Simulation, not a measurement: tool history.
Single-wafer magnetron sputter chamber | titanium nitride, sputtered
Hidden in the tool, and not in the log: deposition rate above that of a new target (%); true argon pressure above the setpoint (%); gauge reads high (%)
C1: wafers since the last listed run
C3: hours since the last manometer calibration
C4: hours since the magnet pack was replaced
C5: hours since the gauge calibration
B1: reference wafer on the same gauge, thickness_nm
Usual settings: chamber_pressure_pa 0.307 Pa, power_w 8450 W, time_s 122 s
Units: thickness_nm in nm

Run 1, hour 0: usual settings but power_w 9150 W, time_s 141 s; C1 0; wafers on the sputter target 4074; C3 1964.8; C4 7622.5; C5 131.1; B1 202.987. Result: thickness_nm 234.854 nm.
Run 2, hour 28.6: usual settings but power_w 9150 W, time_s 141 s; C1 371; wafers on the sputter target 4445; C3 1993.4; C4 7651.1; C5 159.7; B1 203.058. Result: thickness_nm 234.114 nm.
Run 3, hour 49.6: usual settings; C1 272; wafers on the sputter target 4718; C3 2014.4; C4 7672.1; C5 180.7; B1 203.087. Result: thickness_nm 189.794 nm.
Run 4, hour 69.1: usual settings; C1 253; wafers on the sputter target 4971; C3 2033.9; C4 7691.6; C5 200.2; B1 203.103. Result: thickness_nm 190.075 nm.
Run 5, hour 170.3: usual settings; C1 1314; wafers on the sputter target 6285; C3 2135.1; C4 7792.8; C5 301.4; B1 203.026. Result: thickness_nm 189.749 nm.
Run 6, hour 206.1: usual settings but time_s 111 s; C1 464; wafers on the sputter target 6750; C3 2170.9; C4 7828.6; C5 337.2; B1 202.936. Result: thickness_nm 173.281 nm.
Run 7, hour 218.1: usual settings but time_s 111 s; C1 155; wafers on the sputter target 6906; C3 2182.9; C4 7840.6; C5 349.2; B1 202.871. Result: thickness_nm 172.342 nm.
Run 8, hour 235.2: usual settings but time_s 111 s; C1 222; wafers on the sputter target 7128; C3 2200; C4 7857.7; C5 366.3; B1 202.991. Result: thickness_nm 172.614 nm.
At hour 310.9: magnet pack replaced.
Run 9, hour 325.6: usual settings but time_s 141 s; C1 1069; wafers on the sputter target 8198; C3 2290.4; C4 14.7; C5 456.7; B1 202.997. Result: thickness_nm 220.843 nm.
Run 10, hour 342.1: usual settings but time_s 141 s; C1 214; wafers on the sputter target 8412; C3 2306.9; C4 31.2; C5 473.2; B1 202.986. Result: thickness_nm 220.159 nm.
Run 11, hour 354.3: usual settings but power_w 6900 W; C1 158; wafers on the sputter target 8570; C3 2319.1; C4 43.4; C5 485.4; B1 202.982. Result: thickness_nm 162.103 nm.
At hour 378.1: sputter target and shields replaced.
Run 12, hour 382.3: usual settings; C1 259; wafers on the sputter target 54; C3 2347.1; C4 71.4; C5 513.4; B1 203.073. Result: thickness_nm 189.969 nm.
Run 13, hour 414.2: usual settings but time_s 133 s; C1 414; wafers on the sputter target 469; C3 2379; C4 103.3; C5 545.3; B1 203.047. Result: thickness_nm 207.106 nm.
At hour 424.4: gauge calibrated.
Run 14, hour 434.9: usual settings; C1 268; wafers on the sputter target 737; C3 2399.7; C4 124; C5 10.5; B1 203.102. Result: thickness_nm 190.189 nm.
Run 15, hour 464.2: usual settings; C1 380; wafers on the sputter target 1118; C3 2429; C4 153.3; C5 39.8; B1 203.071. Result: thickness_nm 190.682 nm.
Run 16, hour 483: usual settings; C1 244; wafers on the sputter target 1362; C3 2447.8; C4 172.1; C5 58.6; B1 202.97. Result: thickness_nm 190.752 nm.
Run 17, hour 498.5: usual settings but time_s 141 s; C1 201; wafers on the sputter target 1563; C3 2463.3; C4 187.6; C5 74.1; B1 203.028. Result: thickness_nm 219.689 nm.
Run 18, hour 539.1: usual settings but chamber_pressure_pa 0.413 Pa, time_s 144 s; C1 527; wafers on the sputter target 2090; C3 2503.9; C4 228.2; C5 114.7; B1 202.943. Result: thickness_nm 214.677 nm.
Run 19, hour 560.9: usual settings but power_w 9150 W, time_s 141 s; C1 283; wafers on the sputter target 2374; C3 2525.7; C4 250; C5 136.5; B1 202.928. Result: thickness_nm 235.376 nm.
Run 20, hour 581.3: usual settings; C1 264; wafers on the sputter target 2638; C3 2546.1; C4 270.4; C5 156.9; B1 202.941. Result: thickness_nm 190.871 nm.
Run 21, hour 616.7: usual settings but chamber_pressure_pa 0.344 Pa; C1 459; wafers on the sputter target 3098; C3 2581.5; C4 305.8; C5 192.3; B1 203.041. Result: thickness_nm 186.877 nm.
Run 22, hour 629.4: usual settings but chamber_pressure_pa 0.274 Pa, power_w 6700 W, time_s 136 s; C1 164; wafers on the sputter target 3263; C3 2594.2; C4 318.5; C5 205; B1 202.99. Result: thickness_nm 180.164 nm.
Run 23, hour 653.7: usual settings but power_w 9250 W; C1 315; wafers on the sputter target 3579; C3 2618.5; C4 342.8; C5 229.3; B1 203.019. Result: thickness_nm 204.443 nm.
At hour 681.4: capacitance manometer re-zeroed and calibrated.
Run 24, hour 712.6: usual settings but chamber_pressure_pa 0.395 Pa, power_w 7600 W, time_s 140 s; C1 660; wafers on the sputter target 4239; C3 31.2; C4 401.7; C5 288.2; B1 202.891. Result: thickness_nm 186.596 nm.
Run 25, hour 739.1: usual settings but chamber_pressure_pa 0.385 Pa, power_w 7250 W, time_s 144 s; C1 344; wafers on the sputter target 4584; C3 57.7; C4 428.2; C5 314.7; B1 202.936. Result: thickness_nm 185.923 nm.
Run 26, hour 771.7: usual settings but chamber_pressure_pa 0.27 Pa, power_w 6900 W; C1 423; wafers on the sputter target 5007; C3 90.3; C4 460.8; C5 347.3; B1 202.998. Result: thickness_nm 161.92 nm.
Run 27, hour 801.4: usual settings but chamber_pressure_pa 0.236 Pa, power_w 9250 W; C1 385; wafers on the sputter target 5393; C3 120; C4 490.5; C5 377; B1 203.115. Result: thickness_nm 209.14 nm.
Run 28, hour 835.4: usual settings; C1 441; wafers on the sputter target 5834; C3 154; C4 524.5; C5 411; B1 202.98. Result: thickness_nm 186.161 nm.
Run 29, hour 860.3: usual settings; C1 323; wafers on the sputter target 6157; C3 178.9; C4 549.4; C5 435.9; B1 202.972. Result: thickness_nm 185.867 nm.
Run 30, hour 879.5: usual settings but chamber_pressure_pa 0.227 Pa, power_w 10000 W, time_s 144 s; C1 249; wafers on the sputter target 6407; C3 198.1; C4 568.6; C5 455.1; B1 203.009. Result: thickness_nm 262.804 nm.
Run 31, hour 897.5: usual settings but power_w 9850 W, time_s 135 s; C1 233; wafers on the sputter target 6640; C3 216.1; C4 586.6; C5 473.1; B1 203.023. Result: thickness_nm 234.04 nm.
Run 32, hour 931.5: usual settings; C1 441; wafers on the sputter target 7082; C3 250.1; C4 620.6; C5 507.1; B1 202.967. Result: thickness_nm 185.577 nm.

5 ways to go on from here, each from the tool as it stands after run 32. What would each give?
Run A, hour 931.9: usual settings; C1 5; wafers on the sputter target 7087; C3 250.5; C4 621; C5 507.5; B1 ?. Result: thickness_nm ?.
Run B, hour 931.9: usual settings but chamber_pressure_pa 0.417 Pa, power_w 7050 W, time_s 114 s; C1 5; wafers on the sputter target 7087; C3 250.5; C4 621; C5 507.5; B1 ?. Result: thickness_nm ?.
Run C, hour 931.9: usual settings but chamber_pressure_pa 0.4 Pa, power_w 9850 W, time_s 141 s; C1 5; wafers on the sputter target 7087; C3 250.5; C4 621; C5 507.5; B1 ?. Result: thickness_nm ?.
Run D, hour 931.9: usual settings but chamber_pressure_pa 0.377 Pa, power_w 7350 W, time_s 143 s; C1 5; wafers on the sputter target 7087; C3 250.5; C4 621; C5 507.5; B1 ?. Result: thickness_nm ?.
Run E, hour 931.9: usual settings but chamber_pressure_pa 0.205 Pa, time_s 106 s; C1 5; wafers on the sputter target 7087; C3 250.5; C4 621; C5 507.5; B1 ?. Result: thickness_nm ?.

run       B1  thickness_nm
  A  202.966       187.054
  B  202.966       142.688
  C  202.966       232.895
  D  202.966       188.924
  E  202.966           172
Without the tool's hidden state the same runs would have given:
run  thickness_nm
  A       186.284
  B         141.8
  C        231.52
  D        187.89
  E       171.643

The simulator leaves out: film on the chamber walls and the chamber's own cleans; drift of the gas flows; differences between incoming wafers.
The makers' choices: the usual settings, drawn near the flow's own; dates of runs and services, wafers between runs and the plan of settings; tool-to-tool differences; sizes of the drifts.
